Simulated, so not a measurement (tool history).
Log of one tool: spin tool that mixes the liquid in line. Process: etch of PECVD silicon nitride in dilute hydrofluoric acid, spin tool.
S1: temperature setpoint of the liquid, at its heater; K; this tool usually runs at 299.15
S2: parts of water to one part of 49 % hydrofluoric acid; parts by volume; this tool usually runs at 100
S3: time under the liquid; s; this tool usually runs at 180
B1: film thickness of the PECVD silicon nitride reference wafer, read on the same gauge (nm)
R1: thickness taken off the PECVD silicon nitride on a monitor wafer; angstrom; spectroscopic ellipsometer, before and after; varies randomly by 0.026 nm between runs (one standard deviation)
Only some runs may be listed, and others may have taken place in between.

run 1 day=0 | S1=299.15 S2=100 S3=180 | B1=49.98 | R1=37.52
run 2 day=2.346 | S1=299.15 S2=100 S3=180 | B1=50.008 | R1=37.85
run 3 day=4.654 | S1=299.15 S2=100 S3=180 | B1=49.975 | R1=38.37
run 4 day=6.475 | S1=299.15 S2=100 S3=180 | B1=50.011 | R1=38.24
run 5 day=9.292 | S1=299.15 S2=100 S3=180 | B1=49.987 | R1=39.07
run 6 day=12.008 | S1=299.15 S2=100 S3=180 | B1=49.938 | R1=38.74
run 7 day=13.15 | S1=299.15 S2=100 S3=180 | B1=49.998 | R1=38.45
run 8 day=14.879 | S1=299.15 S2=100 S3=180 | B1=49.999 | R1=38.96
-- day=15.033 gauge calibrated
-- day=16.079 thermometer replaced
run 9 day=17.058 | S1=296.65 S2=60 S3=125 | B1=50.027 | R1=36.81
-- day=17.267 hydrofluoric acid flow meter replaced
run 10 day=19.162 | S1=299.15 S2=100 S3=180 | B1=49.964 | R1=36.4
run 11 day=20.754 | S1=296.15 S2=100 S3=180 | B1=50.017 | R1=30.09
run 12 day=23.271 | S1=297.15 S2=65 S3=130 | B1=49.959 | R1=35.37
run 13 day=25.192 | S1=299.15 S2=100 S3=180 | B1=49.969 | R1=36.62
run 14 day=27.754 | S1=299.15 S2=150 S3=280 | B1=49.996 | R1=38.36
run 15 day=29.512 | S1=299.15 S2=150 S3=280 | B1=50.048 | R1=38.41
run 16 day=31.658 | S1=299.15 S2=115 S3=125 | B1=50.015 | R1=22.37
run 17 day=34.333 | S1=303.65 S2=100 S3=150 | B1=50.011 | R1=41.48

Consider 4 possible next runs. They are alternatives, not a sequence: every one starts from the tool as it was left by run 17. What does each give?
run A day=34.354 | S1=299.15 S2=100 S3=75 | B1=? | R1=?
run B day=34.354 | S1=295.15 S2=65 S3=95 | B1=? | R1=?
run C day=34.354 | S1=301.65 S2=100 S3=180 | B1=? | R1=?
run D day=34.354 | S1=301.15 S2=50 S3=180 | B1=? | R1=?

run=A B1=50.05 R1=15.45
run=B B1=50.05 R1=22.95
run=C B1=50.05 R1=43.51
run=D B1=50.05 R1=83.91
Stripped of hidden state, with their random variation kept, the same runs would have yielded:
run=A R1=14.86
run=B R1=22.07
run=C R1=41.88
run=D R1=80.73

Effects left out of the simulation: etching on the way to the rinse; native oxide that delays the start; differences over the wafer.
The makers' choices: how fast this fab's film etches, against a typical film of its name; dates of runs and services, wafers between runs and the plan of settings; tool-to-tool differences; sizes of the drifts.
